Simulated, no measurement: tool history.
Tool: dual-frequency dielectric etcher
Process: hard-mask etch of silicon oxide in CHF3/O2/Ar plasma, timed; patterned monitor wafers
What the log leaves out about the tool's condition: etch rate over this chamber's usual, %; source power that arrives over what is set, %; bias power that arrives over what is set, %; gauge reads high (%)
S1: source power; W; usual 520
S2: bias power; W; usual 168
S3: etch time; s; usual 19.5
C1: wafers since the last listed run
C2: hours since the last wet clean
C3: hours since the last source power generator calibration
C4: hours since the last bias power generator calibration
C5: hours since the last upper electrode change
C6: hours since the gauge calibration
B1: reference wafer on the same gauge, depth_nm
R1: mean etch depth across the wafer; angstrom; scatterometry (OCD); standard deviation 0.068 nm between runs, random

run	day	S1	S2	S3	C1	C2	C3	C4	C5	C6	B1	R1
1	0.000	520	168	19.5	0	524.0	1219.5	2415.3	1036.3	964.4	29.30	306.2
# day 1.796: wet clean of the chamber
2	4.008	520	168	19.5	1299	53.1	1315.7	2511.5	1132.5	1060.6	29.31	312.3
3	7.596	520	168	19.5	1549	139.2	1401.8	2597.6	1218.6	1146.7	29.31	312.4
4	9.938	520	189	19.5	1011	195.4	1458.0	2653.8	1274.8	1202.9	29.31	320.4
5	13.346	520	189	19.5	1472	277.2	1539.8	2735.6	1356.6	1284.7	29.30	320.5
6	17.454	520	189	19.5	1774	375.8	1638.4	2834.2	1455.2	1383.3	29.30	318.9
7	19.204	520	168	19.5	755	417.8	1680.4	2876.2	1497.2	1425.3	29.31	308.9
# day 27.004: wet clean of the chamber
8	32.254	520	168	19.5	5204	126.0	1993.6	3189.4	1810.4	1738.5	29.30	311.9
9	35.600	520	168	22.5	1445	206.3	2073.9	3269.7	1890.7	1818.8	29.30	358.5
10	37.488	520	168	22.5	815	251.6	2119.2	3315.0	1936.0	1864.1	29.30	358.1
11	40.050	520	168	22.5	1106	313.1	2180.7	3376.5	1997.5	1925.6	29.30	357.1
12	44.496	450	139	13.5	1920	419.8	2287.4	3483.2	2104.2	2032.3	29.30	197.8
13	46.742	520	168	22.5	970	473.7	2341.3	3537.1	2158.1	2086.2	29.31	355.1
14	50.575	420	183	16.5	1655	565.7	2433.3	3629.1	2250.1	2178.2	29.31	253.5
# day 52.021: wet clean of the chamber
15	54.896	450	168	19.5	1434	69.0	2537.0	3732.8	2353.8	2281.9	29.31	306.7
16	58.254	430	168	19.5	1450	149.6	2617.6	3813.4	2434.4	2362.5	29.30	301.4
17	60.746	520	184	19.5	1076	209.4	2677.4	3873.2	2494.2	2422.3	29.29	321.3
18	69.846	590	145	25.0	3930	427.8	2895.8	4091.6	2712.6	2640.7	29.29	393.7
# day 71.900: bias power generator calibrated
19	74.325	520	168	22.0	1862	535.3	3003.3	58.2	2820.1	2748.2	29.29	347.7
# day 75.492: source power generator calibrated
# day 76.458: wet clean of the chamber
20	78.671	600	187	19.5	1387	53.1	76.3	162.5	2924.4	2852.5	29.29	331.0
# day 80.750: upper electrode replaced, of another model than before
21	80.821	520	133	19.5	496	104.7	127.9	214.1	1.7	2904.1	29.30	301.0
# day 82.729: gauge calibrated
22	82.804	550	168	17.0	856	152.3	175.5	261.7	49.3	1.8	29.30	277.3
23	86.612	460	168	19.5	1644	243.7	266.9	353.1	140.7	93.2	29.29	300.6
24	88.662	560	168	16.0	885	292.9	316.1	402.3	189.9	142.4	29.29	260.8

The next listed run, before its measurement:
25	91.500	520	168	19.5	1225	361.0	384.2	470.4	258.0	210.5	?	?

{"run 25": {"B1": 29.3, "R1": 309.3}}
The same run, on a tool lacking any hidden state, would have yielded R1 314.4 angstrom.
